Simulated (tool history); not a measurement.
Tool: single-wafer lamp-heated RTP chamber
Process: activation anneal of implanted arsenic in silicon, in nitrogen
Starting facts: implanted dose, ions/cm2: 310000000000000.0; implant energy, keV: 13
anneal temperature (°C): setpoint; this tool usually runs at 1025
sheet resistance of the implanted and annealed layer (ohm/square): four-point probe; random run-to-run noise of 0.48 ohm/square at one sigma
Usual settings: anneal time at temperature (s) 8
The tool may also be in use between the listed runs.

| run | hour | anneal temperature (°C) | anneal time at temperature (s) | read-back reference wafer on the same gauge, sheet resistance | sheet resistance of the implanted and annealed layer (ohm/square) |
|---|---|---|---|---|---|
| 1 | 0.0 | 1003 | 8 | 363.71 | 324.05 |
|  | 53.9 | pyrometer window cleaned and pyrometer calibrated |
| 2 | 68.9 | 1025 | 8 | 363.94 | 322.29 |
| 3 | 129.1 | 1025 | 8 | 363.96 | 322.39 |
| 4 | 193.0 | 1043 | 5 | 363.90 | 322.48 |
|  | 228.6 | reflector plate cleaned |
| 5 | 240.7 | 1025 | 8 | 364.11 | 321.53 |
| 6 | 308.7 | 1025 | 8 | 364.16 | 322.32 |
| 7 | 335.8 | 1025 | 8 | 364.24 | 322.00 |
| 8 | 372.5 | 1025 | 8 | 363.89 | 320.47 |
| 9 | 508.9 | 1025 | 8 | 364.27 | 320.23 |
| 10 | 561.7 | 1025 | 10 | 363.74 | 319.37 |
|  | 580.9 | pyrometer window cleaned and pyrometer calibrated |
| 11 | 588.9 | 1025 | 8 | 364.08 | 322.53 |
| 12 | 621.8 | 1025 | 8 | 363.82 | 322.26 |
|  | 646.7 | gauge calibrated |
| 13 | 659.2 | 1025 | 8 | 364.01 | 322.68 |
| 14 | 722.2 | 1025 | 8 | 364.17 | 321.09 |
| 15 | 752.8 | 1025 | 5 | 363.71 | 325.35 |
| 16 | 786.2 | 1025 | 7 | 363.97 | 322.64 |
| 17 | 833.1 | 1012 | 9 | 363.78 | 322.26 |
| 18 | 882.4 | 1041 | 5 | 363.82 | 322.47 |
| 19 | 941.1 | 1025 | 8 | 364.35 | 321.61 |
| 20 | 975.2 | 1046 | 8 | 364.19 | 318.10 |
| 21 | 1034.9 | 1025 | 8 | 363.92 | 321.69 |
|  | 1054.6 | pyrometer window cleaned and pyrometer calibrated |
| 22 | 1090.7 | 1025 | 8 | 363.79 | 322.57 |
| 23 | 1131.7 | 1025 | 8 | 363.91 | 322.21 |
| 24 | 1183.4 | 1036 | 5 | 363.95 | 323.86 |
|  | 1225.2 | reflector plate cleaned |
| 25 | 1251.8 | 997 | 3 | 363.89 | 331.01 |
| 26 | 1455.9 | 1000 | 6 | 363.77 | 325.91 |
| 27 | 1488.9 | 1002 | 8 | 364.17 | 324.08 |
| 28 | 1543.0 | 1025 | 8 | 363.94 | 321.53 |
|  | 1571.0 | pyrometer window cleaned and pyrometer calibrated |
| 29 | 1610.6 | 1041 | 8 | 363.95 | 318.83 |
| 30 | 1688.2 | 1025 | 8 | 363.86 | 321.90 |
| 31 | 1717.8 | 1009 | 8 | 363.93 | 323.62 |
| 32 | 1753.8 | 1025 | 8 | 363.88 | 322.43 |
| 33 | 1809.7 | 1039 | 12 | 364.03 | 315.60 |

Estimate the outcome of run 34 from the log above:
| 34 | 1881.1 | 1025 | 8 | ? | ? |

{"run 34": {"read-back reference wafer on the same gauge, sheet resistance": 364.02, "sheet resistance of the implanted and annealed layer (ohm/square)": 320.97}}
Without the tool's hidden state the same run would have given sheet resistance of the implanted and annealed layer (ohm/square) 322.84.
